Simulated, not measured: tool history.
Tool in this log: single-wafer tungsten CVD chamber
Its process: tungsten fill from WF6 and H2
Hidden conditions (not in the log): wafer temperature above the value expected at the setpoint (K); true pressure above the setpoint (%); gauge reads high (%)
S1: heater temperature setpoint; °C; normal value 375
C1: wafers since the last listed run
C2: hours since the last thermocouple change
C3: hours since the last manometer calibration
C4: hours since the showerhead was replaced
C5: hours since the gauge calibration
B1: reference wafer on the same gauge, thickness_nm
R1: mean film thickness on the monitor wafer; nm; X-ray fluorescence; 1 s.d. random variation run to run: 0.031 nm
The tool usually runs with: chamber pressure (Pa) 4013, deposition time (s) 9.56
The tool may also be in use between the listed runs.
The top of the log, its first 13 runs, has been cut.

At day 9.296: thermocouple changed; heater temperature recalibrated.
Run 14, day 9.362: usual settings; C1 60; C2 1.6; C3 105.5; C4 3471.6; C5 73.2; B1 15.7. Result: R1 16.686 nm.
Run 15, day 10.046: usual settings; C1 340; C2 18; C3 121.9; C4 3488; C5 89.6; B1 15.692. Result: R1 16.69 nm.
Run 16, day 10.521: usual settings but S1 388 °C, chamber pressure (Pa) 4786; C1 236; C2 29.4; C3 133.3; C4 3499.4; C5 101; B1 15.701. Result: R1 22.936 nm.
Run 17, day 10.938: usual settings but S1 369 °C; C1 207; C2 39.4; C3 143.3; C4 3509.4; C5 111; B1 15.699. Result: R1 14.926 nm.
Run 18, day 13.088: usual settings; C1 1072; C2 91; C3 194.9; C4 3561; C5 162.6; B1 15.693. Result: R1 16.785 nm.
Run 19, day 13.367: usual settings; C1 139; C2 97.7; C3 201.6; C4 3567.7; C5 169.3; B1 15.699. Result: R1 16.784 nm.
Run 20, day 13.688: usual settings but deposition time (s) 7.86; C1 160; C2 105.4; C3 209.3; C4 3575.4; C5 177; B1 15.702. Result: R1 13.786 nm.
At day 14.546: showerhead replaced.
Run 21, day 14.567: usual settings but deposition time (s) 8.53; C1 272; C2 126.5; C3 230.4; C4 0.5; C5 198.1; B1 15.705. Result: R1 14.961 nm.
Run 22, day 14.629: usual settings but chamber pressure (Pa) 4666, deposition time (s) 7.92; C1 31; C2 128; C3 231.9; C4 2; C5 199.6; B1 15.695. Result: R1 14.858 nm.
Run 23, day 15.142: usual settings but chamber pressure (Pa) 3120; C1 255; C2 140.3; C3 244.2; C4 14.3; C5 211.9; B1 15.691. Result: R1 14.955 nm.
Run 24, day 15.467: usual settings; C1 162; C2 148.1; C3 252; C4 22.1; C5 219.7; B1 15.699. Result: R1 16.762 nm.
Run 25, day 16.038: usual settings but chamber pressure (Pa) 3640, deposition time (s) 8.64; C1 284; C2 161.8; C3 265.7; C4 35.8; C5 233.4; B1 15.704. Result: R1 14.501 nm.
Run 26, day 16.517: usual settings but chamber pressure (Pa) 3400; C1 239; C2 173.3; C3 277.2; C4 47.3; C5 244.9; B1 15.706. Result: R1 15.595 nm.
Run 27, day 16.9: usual settings but S1 384 °C, chamber pressure (Pa) 3613; C1 191; C2 182.5; C3 286.4; C4 56.5; C5 254.1; B1 15.702. Result: R1 18.902 nm.
Run 28, day 17.321: usual settings; C1 209; C2 192.6; C3 296.5; C4 66.6; C5 264.2; B1 15.701. Result: R1 16.786 nm.
Run 29, day 18.008: usual settings but S1 385 °C; C1 342; C2 209.1; C3 313; C4 83.1; C5 280.7; B1 15.698. Result: R1 20.188 nm.
Run 30, day 18.546: usual settings but S1 388 °C, chamber pressure (Pa) 4640, deposition time (s) 8.05; C1 268; C2 222; C3 325.9; C4 96; C5 293.6; B1 15.699. Result: R1 19.15 nm.
Run 31, day 19.258: usual settings; C1 355; C2 239.1; C3 343; C4 113.1; C5 310.7; B1 15.698. Result: R1 16.822 nm.

The next listed run, before its measurement:
Run 32, day 19.867: usual settings but chamber pressure (Pa) 4666, deposition time (s) 8.25; C1 303; C2 253.7; C3 357.6; C4 127.7; C5 325.3; B1 ?. Result: R1 ?.

{"run 32": {"B1": 15.705, "R1": 15.56}}
Had the tool carried no hidden state, the very same run would have given R1 15.396 nm.

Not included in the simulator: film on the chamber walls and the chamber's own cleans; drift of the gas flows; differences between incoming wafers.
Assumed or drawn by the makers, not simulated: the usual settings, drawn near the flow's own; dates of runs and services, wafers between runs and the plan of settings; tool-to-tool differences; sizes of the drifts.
